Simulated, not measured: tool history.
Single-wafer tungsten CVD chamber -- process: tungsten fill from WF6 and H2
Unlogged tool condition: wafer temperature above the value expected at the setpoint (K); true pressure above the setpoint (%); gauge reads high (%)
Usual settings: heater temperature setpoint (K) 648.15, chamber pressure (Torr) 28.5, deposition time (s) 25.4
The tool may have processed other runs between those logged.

| run | hour | heater temperature setpoint (K) | chamber pressure (Torr) | deposition time (s) | wafers since the last listed run | hours since the last thermocouple change | hours since the last manometer calibration | hours since the showerhead was replaced | hours since the gauge calibration | read-back reference wafer on the same gauge, thickness_nm | mean film thickness on the monitor wafer (angstrom) |
|---|---|---|---|---|---|---|---|---|---|---|---|
| 1 | 0.0 | 648.15 | 28.5 | 25.4 | 0 | 1894.3 | 620.1 | 6314.0 | 73.7 | 36.681 | 412.71 |
| 2 | 13.7 | 648.15 | 28.5 | 25.4 | 393 | 1908.0 | 633.8 | 6327.7 | 87.4 | 36.724 | 411.65 |
| 3 | 37.2 | 639.15 | 32.9 | 25.4 | 675 | 1931.5 | 657.3 | 6351.2 | 110.9 | 36.705 | 353.23 |
| 4 | 52.0 | 648.15 | 28.5 | 25.4 | 425 | 1946.3 | 672.1 | 6366.0 | 125.7 | 36.697 | 409.79 |
| 5 | 70.4 | 648.15 | 28.5 | 25.4 | 528 | 1964.7 | 690.5 | 6384.4 | 144.1 | 36.649 | 410.00 |
| 6 | 90.1 | 648.15 | 28.5 | 25.4 | 566 | 1984.4 | 710.2 | 6404.1 | 163.8 | 36.742 | 410.53 |
| 7 | 112.8 | 648.15 | 28.5 | 29.1 | 652 | 2007.1 | 732.9 | 6426.8 | 186.5 | 36.687 | 470.04 |
| 8 | 129.9 | 648.15 | 28.5 | 25.4 | 491 | 2024.2 | 750.0 | 6443.9 | 203.6 | 36.697 | 410.72 |
| 9 | 145.9 | 648.15 | 28.5 | 25.4 | 459 | 2040.2 | 766.0 | 6459.9 | 219.6 | 36.651 | 406.95 |
| 10 | 177.1 | 648.15 | 28.5 | 25.4 | 896 | 2071.4 | 797.2 | 6491.1 | 250.8 | 36.697 | 407.14 |
| 11 | 190.6 | 648.15 | 28.5 | 25.4 | 388 | 2084.9 | 810.7 | 6504.6 | 264.3 | 36.751 | 410.65 |
| 12 | 214.2 | 648.15 | 28.5 | 25.4 | 678 | 2108.5 | 834.3 | 6528.2 | 287.9 | 36.680 | 413.39 |
| 13 | 236.4 | 648.15 | 28.5 | 25.4 | 638 | 2130.7 | 856.5 | 6550.4 | 310.1 | 36.680 | 407.50 |
| 14 | 256.8 | 648.15 | 28.5 | 25.4 | 586 | 2151.1 | 876.9 | 6570.8 | 330.5 | 36.660 | 408.21 |
|  | 268.3 | showerhead replaced |
| 15 | 287.0 | 648.15 | 28.5 | 25.4 | 638 | 2181.3 | 907.1 | 18.7 | 360.7 | 36.707 | 408.04 |
| 16 | 310.1 | 648.15 | 28.5 | 25.4 | 664 | 2204.4 | 930.2 | 41.8 | 383.8 | 36.719 | 411.26 |
| 17 | 335.5 | 637.15 | 28.5 | 20.8 | 730 | 2229.8 | 955.6 | 67.2 | 409.2 | 36.709 | 253.26 |

What does the tool deliver on the next run?
| 18 | 351.1 | 648.15 | 26.1 | 26.8 | 448 | 2245.4 | 971.2 | 82.8 | 424.8 | ? | ? |

{"run 18": {"read-back reference wafer on the same gauge, thickness_nm": 36.719, "mean film thickness on the monitor wafer (angstrom)": 410.72}}
With no hidden state in the tool, this same run would have given mean film thickness on the monitor wafer (angstrom) 431.89.
